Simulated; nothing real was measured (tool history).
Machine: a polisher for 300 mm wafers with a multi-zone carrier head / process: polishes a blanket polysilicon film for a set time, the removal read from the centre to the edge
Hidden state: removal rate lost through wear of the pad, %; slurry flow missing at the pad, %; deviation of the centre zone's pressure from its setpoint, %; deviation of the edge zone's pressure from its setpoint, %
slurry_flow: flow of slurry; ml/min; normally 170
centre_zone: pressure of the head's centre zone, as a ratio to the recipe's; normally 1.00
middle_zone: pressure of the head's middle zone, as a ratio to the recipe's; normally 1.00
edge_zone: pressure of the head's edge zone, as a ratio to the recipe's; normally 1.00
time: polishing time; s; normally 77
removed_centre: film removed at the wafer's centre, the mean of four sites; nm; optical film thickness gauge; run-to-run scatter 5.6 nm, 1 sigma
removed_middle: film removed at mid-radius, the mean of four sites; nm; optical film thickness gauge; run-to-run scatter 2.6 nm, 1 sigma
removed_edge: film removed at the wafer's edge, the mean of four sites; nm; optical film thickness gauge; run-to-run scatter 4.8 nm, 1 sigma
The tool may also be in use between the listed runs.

run	day	slurry_flow	centre_zone	middle_zone	edge_zone	time	wafers since the last listed run	wafers polished on this pad	hours since the slurry nozzle was cleaned	hours since the centre zone pressure was calibrated	hours since the edge zone pressure was calibrated	hours since the carrier head's membrane was replaced	incoming thickness of the incoming film, nm	removed_centre	removed_middle	removed_edge
1	0.000	170	1.00	1.08	1.00	77	0	2294	243.4	793.7	1116.8	130.7	959.3	349.1	362.5	346.6
2	2.496	195	1.00	1.00	1.00	77	654	2948	303.3	853.6	1176.7	190.6	964.4	351.2	353.0	351.2
3	4.646	170	1.00	1.00	1.00	77	563	3512	354.9	905.2	1228.3	242.2	945.0	340.0	342.7	349.3
4	9.008	170	0.90	0.90	1.00	77	1143	4655	459.6	1009.9	1333.0	346.9	952.8	305.9	316.4	344.1
# day 10.883: worn pad replaced by a new one
# day 11.346: edge zone pressure recalibrated
# day 11.417: centre zone pressure recalibrated
5	11.996	145	0.92	0.89	1.05	77	699	251	531.3	13.9	15.6	418.6	951.4	337.1	345.9	387.2
6	15.212	170	1.00	1.00	1.00	77	843	1095	608.5	91.1	92.8	495.8	948.5	367.8	360.0	369.1
# day 16.542: slurry nozzle cleaned
7	18.679	190	1.00	1.00	1.00	77	897	1992	51.3	174.3	176.0	579.0	965.4	353.2	358.5	358.0
8	21.875	205	1.00	1.09	1.03	51	837	2830	128.0	251.0	252.7	655.7	964.9	237.3	251.8	239.0
9	26.367	155	1.00	0.91	1.10	67	1177	4008	235.8	358.8	360.5	763.5	964.6	295.3	271.6	318.1
10	30.462	220	0.95	1.09	1.00	99	1073	5082	334.1	457.1	458.8	861.8	969.0	441.6	481.9	455.0
11	32.312	200	1.00	1.11	1.00	77	485	5567	378.5	501.5	503.2	906.2	960.3	348.6	368.7	350.7
# day 34.054: worn pad replaced by a new one
12	34.075	140	0.93	1.00	0.93	77	418	5	420.8	543.8	545.5	948.5	953.6	357.0	374.5	367.4
13	36.592	120	1.00	0.91	1.00	77	659	664	481.2	604.2	605.9	1008.9	959.5	349.5	322.8	357.5
# day 38.121: slurry nozzle cleaned
14	40.654	170	1.00	1.00	1.11	56	1054	1719	60.8	701.7	703.4	1106.4	949.8	263.8	256.4	275.0
# day 41.492: carrier head's membrane replaced by a new one
15	44.071	170	0.95	1.10	1.00	53	841	2560	142.8	783.7	785.4	61.9	964.5	225.6	255.2	242.2
16	46.804	170	1.00	1.00	1.00	77	716	3276	208.4	849.3	851.0	127.5	970.0	343.5	346.3	343.3
17	48.554	170	1.00	0.96	1.00	92	458	3735	250.4	891.3	893.0	169.5	954.5	415.9	393.1	424.0
18	52.879	170	1.05	1.12	0.97	97	1133	4869	354.2	995.1	996.8	273.3	975.1	443.8	460.5	431.6
# day 54.625: centre zone pressure recalibrated
19	57.325	170	1.00	0.89	0.91	77	1143	6013	460.9	64.8	1103.5	380.0	946.4	330.2	313.6	325.3
# day 58.204: worn pad replaced by a new one
# day 59.467: slurry nozzle cleaned
20	61.471	170	1.00	1.00	1.00	77	1032	845	48.1	164.3	1203.0	479.5	978.0	359.0	364.4	369.1
21	63.229	170	1.00	1.00	1.00	77	460	1306	90.3	206.5	1245.2	521.7	969.3	345.6	358.3	363.4

Consider 5 possible next runs. They are alternatives, not a sequence: every one starts from the tool as it was left by run 21. What does each give?
A	63.250	170	1.00	1.00	1.00	77	5	1311	90.8	207.0	1245.7	522.2	955.4	?	?	?
B	63.250	170	1.00	1.00	0.92	77	5	1311	90.8	207.0	1245.7	522.2	955.4	?	?	?
C	63.250	170	1.09	0.94	0.95	53	5	1311	90.8	207.0	1245.7	522.2	955.4	?	?	?
D	63.250	170	1.12	1.00	0.88	77	5	1311	90.8	207.0	1245.7	522.2	955.4	?	?	?
E	63.250	170	1.00	1.00	1.00	64	5	1311	90.8	207.0	1245.7	522.2	955.4	?	?	?

run	removed_centre	removed_middle	removed_edge
A	349.0	356.3	362.0
B	349.0	356.3	348.0
C	259.4	235.4	243.3
D	386.4	356.1	341.0
E	290.0	296.1	300.9
With the hidden condition removed and each run's random variation left untouched, the same runs would have given:
run	removed_centre	removed_middle	removed_edge
A	380.3	388.3	394.5
B	380.3	388.4	379.3
C	282.8	256.5	265.2
D	421.1	388.2	371.6
E	316.1	322.8	327.9
